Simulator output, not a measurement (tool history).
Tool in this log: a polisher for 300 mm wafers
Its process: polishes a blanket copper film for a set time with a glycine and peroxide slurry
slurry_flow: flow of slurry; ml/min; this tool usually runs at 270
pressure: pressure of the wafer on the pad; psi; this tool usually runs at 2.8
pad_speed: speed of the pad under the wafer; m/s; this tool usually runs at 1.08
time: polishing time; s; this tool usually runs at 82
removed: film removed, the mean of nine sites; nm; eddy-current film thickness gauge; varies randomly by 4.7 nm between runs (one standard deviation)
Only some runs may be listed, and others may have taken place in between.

run,day,slurry_flow,pressure,pad_speed,time,"incoming thickness of the incoming film, nm",removed
1,0,270,2.8,1.08,82,1960.4,510.7
2,0.792,270,2.8,1.08,82,1975.9,505.6
# day 2.046: worn pad replaced by a new one
3,2.067,270,2.8,1.08,82,1937.5,505.4
4,3.171,210,2.8,1.08,82,1946.7,476.4
# day 5.579: worn pad replaced by a new one
5,5.6,210,2.8,1.08,82,1979.6,477.9
6,6.088,210,2.8,1.08,82,1995,478.4
7,7.017,270,3.2,1.08,82,1944.8,555.1
# day 7.388: slurry nozzle cleaned
8,8.258,270,2.8,1.08,82,1982.8,522.8
# day 8.583: worn pad replaced by a new one, of another model than before
9,8.962,240,3.5,0.8,58,1955.3,365.8
10,10.375,345,2.8,0.78,67,1953.3,390.7
11,10.946,270,2.8,1.08,82,1961.1,509.7
# day 11.35: worn pad replaced by a new one
# day 12.167: head pressure recalibrated
12,12.288,270,2.8,1.38,104,1977.9,695.3
13,13.558,270,2.1,0.76,82,1931,372

What does the tool deliver on the next run?
14,14.162,270,2.8,1.08,82,2002.8,?

removed: 488.6 nm
Take away the tool's hidden state, keep the run-to-run variation as it was, and the same run would have given removed 522.4 nm.
